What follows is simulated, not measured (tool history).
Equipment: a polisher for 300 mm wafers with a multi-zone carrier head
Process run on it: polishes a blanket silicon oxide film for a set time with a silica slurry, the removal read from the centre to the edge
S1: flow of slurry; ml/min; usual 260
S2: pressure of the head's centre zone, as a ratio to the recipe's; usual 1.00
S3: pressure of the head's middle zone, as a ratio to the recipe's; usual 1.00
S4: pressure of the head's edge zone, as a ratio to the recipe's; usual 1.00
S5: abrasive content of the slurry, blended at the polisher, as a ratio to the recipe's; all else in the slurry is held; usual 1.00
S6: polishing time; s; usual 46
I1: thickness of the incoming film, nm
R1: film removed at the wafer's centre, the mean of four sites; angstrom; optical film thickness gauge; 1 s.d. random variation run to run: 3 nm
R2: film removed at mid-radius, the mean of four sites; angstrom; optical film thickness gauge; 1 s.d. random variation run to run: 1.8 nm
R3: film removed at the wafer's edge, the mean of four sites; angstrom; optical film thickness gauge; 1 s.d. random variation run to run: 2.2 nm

| run | hour | S1 | S2 | S3 | S4 | S5 | S6 | I1 | R1 | R2 | R3 |
|---|---|---|---|---|---|---|---|---|---|---|---|
| 1 | 0.0 | 225 | 1.00 | 1.00 | 1.00 | 0.85 | 40 | 1151.4 | 1805 | 1783 | 1790 |
| 2 | 70.5 | 260 | 1.00 | 1.10 | 0.89 | 1.00 | 51 | 1161.8 | 2497 | 2616 | 2355 |
|  | 167.4 | carrier head's membrane replaced by a new one, of another model than before |
| 3 | 168.1 | 305 | 1.00 | 1.00 | 1.00 | 0.75 | 46 | 1168.0 | 1890 | 1838 | 1884 |
| 4 | 214.9 | 260 | 1.00 | 1.10 | 1.09 | 1.00 | 46 | 1157.0 | 2148 | 2167 | 2148 |
| 5 | 317.0 | 260 | 1.00 | 1.00 | 1.00 | 1.20 | 46 | 1173.2 | 2276 | 2235 | 2257 |
|  | 354.3 | edge zone pressure recalibrated |
| 6 | 366.1 | 260 | 1.00 | 1.00 | 1.00 | 1.00 | 46 | 1158.0 | 2166 | 2033 | 2055 |
| 7 | 463.7 | 260 | 1.00 | 1.00 | 1.00 | 1.00 | 46 | 1183.5 | 2084 | 2048 | 2028 |
|  | 477.9 | slurry nozzle cleaned |
| 8 | 554.3 | 260 | 1.00 | 1.07 | 1.00 | 1.00 | 46 | 1158.2 | 2076 | 2140 | 2034 |
|  | 576.2 | centre zone pressure recalibrated |
| 9 | 607.4 | 260 | 1.00 | 1.00 | 1.00 | 1.00 | 46 | 1189.9 | 2104 | 2039 | 2025 |
| 10 | 645.0 | 260 | 1.00 | 1.10 | 1.09 | 1.00 | 46 | 1154.7 | 2131 | 2169 | 2096 |
|  | 694.4 | worn pad replaced by a new one |
| 11 | 721.2 | 260 | 1.00 | 1.10 | 0.89 | 1.00 | 51 | 1179.6 | 2477 | 2563 | 2349 |
| 12 | 794.4 | 260 | 1.00 | 0.94 | 1.00 | 1.00 | 46 | 1151.6 | 2220 | 2090 | 2102 |
| 13 | 880.7 | 260 | 1.00 | 1.00 | 1.00 | 1.00 | 46 | 1153.7 | 2145 | 2090 | 2117 |
|  | 896.6 | carrier head's membrane replaced by a new one |
| 14 | 969.7 | 260 | 1.08 | 1.00 | 1.00 | 1.00 | 46 | 1172.4 | 2220 | 2094 | 2073 |
|  | 1083.9 | edge zone pressure recalibrated |
|  | 1128.9 | slurry nozzle cleaned |
| 15 | 1270.3 | 215 | 1.00 | 1.00 | 0.89 | 1.00 | 54 | 1169.2 | 2401 | 2335 | 2295 |
|  | 1290.6 | centre zone pressure recalibrated |
| 16 | 1370.0 | 260 | 1.00 | 1.03 | 1.00 | 1.00 | 46 | 1166.7 | 2114 | 2019 | 1988 |
|  | 1386.6 | worn pad replaced by a new one |
| 17 | 1423.8 | 260 | 1.00 | 1.00 | 1.00 | 1.00 | 46 | 1157.0 | 2267 | 2137 | 2187 |
| 18 | 1479.5 | 260 | 1.00 | 1.10 | 1.00 | 1.00 | 55 | 1166.1 | 2646 | 2711 | 2565 |
| 19 | 1535.2 | 260 | 1.00 | 0.96 | 1.00 | 1.25 | 46 | 1155.6 | 2337 | 2273 | 2297 |
| 20 | 1573.1 | 260 | 1.00 | 1.00 | 1.00 | 1.00 | 46 | 1191.9 | 2147 | 2102 | 2108 |
| 21 | 1609.3 | 260 | 1.00 | 1.00 | 1.05 | 1.00 | 46 | 1175.3 | 2127 | 2083 | 2082 |

Branching from run 21: 4 alternative next runs. What would each branch give?
| A | 1609.7 | 320 | 1.00 | 1.00 | 1.00 | 1.00 | 46 | 1153.3 | ? | ? | ? |
| B | 1609.7 | 260 | 1.05 | 1.00 | 1.00 | 1.00 | 46 | 1153.3 | ? | ? | ? |
| C | 1609.7 | 260 | 1.00 | 1.00 | 1.00 | 0.85 | 34 | 1153.3 | ? | ? | ? |
| D | 1609.7 | 235 | 1.00 | 1.00 | 1.08 | 1.20 | 56 | 1153.3 | ? | ? | ? |

| run | R1 | R2 | R3 |
|---|---|---|---|
| A | 2168 | 2120 | 2114 |
| B | 2213 | 2085 | 2088 |
| C | 1459 | 1429 | 1431 |
| D | 2775 | 2721 | 2778 |
Without the tool's unlogged condition, the same runs would have read:
| run | R1 | R2 | R3 |
|---|---|---|---|
| A | 2330 | 2278 | 2271 |
| B | 2378 | 2241 | 2243 |
| C | 1568 | 1536 | 1537 |
| D | 2982 | 2923 | 2984 |
